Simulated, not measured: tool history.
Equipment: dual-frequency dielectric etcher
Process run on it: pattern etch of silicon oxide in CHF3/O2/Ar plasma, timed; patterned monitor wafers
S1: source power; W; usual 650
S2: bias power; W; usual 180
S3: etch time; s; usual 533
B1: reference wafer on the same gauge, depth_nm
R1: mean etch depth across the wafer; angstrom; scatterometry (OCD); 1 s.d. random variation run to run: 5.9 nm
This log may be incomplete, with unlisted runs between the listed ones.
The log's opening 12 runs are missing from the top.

run,hour,S1,S2,S3,B1,R1
13,157.5,650,139,533,1093.3,9320
14,168.9,650,198,533,1087.7,11166
15,186.1,720,180,533,1091.3,10987
# hour 196.7: gauge calibrated
# hour 213.5: upper electrode replaced
16,214,810,163,454,1088.6,9290
17,214.5,800,180,393,1090.1,8441
18,220.3,720,180,533,1088.6,10954
# hour 228.7: bias power generator calibrated
19,231,780,206,589,1090.8,13169
20,247.9,590,166,606.5,1089.8,11202
21,254.6,650,180,390,1090.5,7735
22,270.5,650,180,533,1092.5,10567
23,278.8,650,198,533,1088.8,11071
24,295.4,530,205,590,1090.2,11558
25,305.2,800,195,601,1090.3,13311
26,312.3,540,208,533,1091.4,10571
27,321,770,180,533,1089.3,11189
28,335.1,610,180,533,1089.4,10208
29,346,490,167,533,1087.8,9024
30,358.5,650,180,533,1089.7,10351

Below are 4 alternative next runs, each starting from the tool's condition after run 30. Predict each:
A,359.1,690,180,533,?,?
B,359.1,650,180,385,?,?
C,359.1,790,163,621.5,?,?
D,359.1,790,160,644.5,?,?

run,B1,R1
A,1091.9,10706
B,1091.9,7563
C,1091.9,12508
D,1091.9,12851
Had the tool no hidden state, the same runs would have come out as:
run,R1
A,10910
B,7707
C,12746
D,13096

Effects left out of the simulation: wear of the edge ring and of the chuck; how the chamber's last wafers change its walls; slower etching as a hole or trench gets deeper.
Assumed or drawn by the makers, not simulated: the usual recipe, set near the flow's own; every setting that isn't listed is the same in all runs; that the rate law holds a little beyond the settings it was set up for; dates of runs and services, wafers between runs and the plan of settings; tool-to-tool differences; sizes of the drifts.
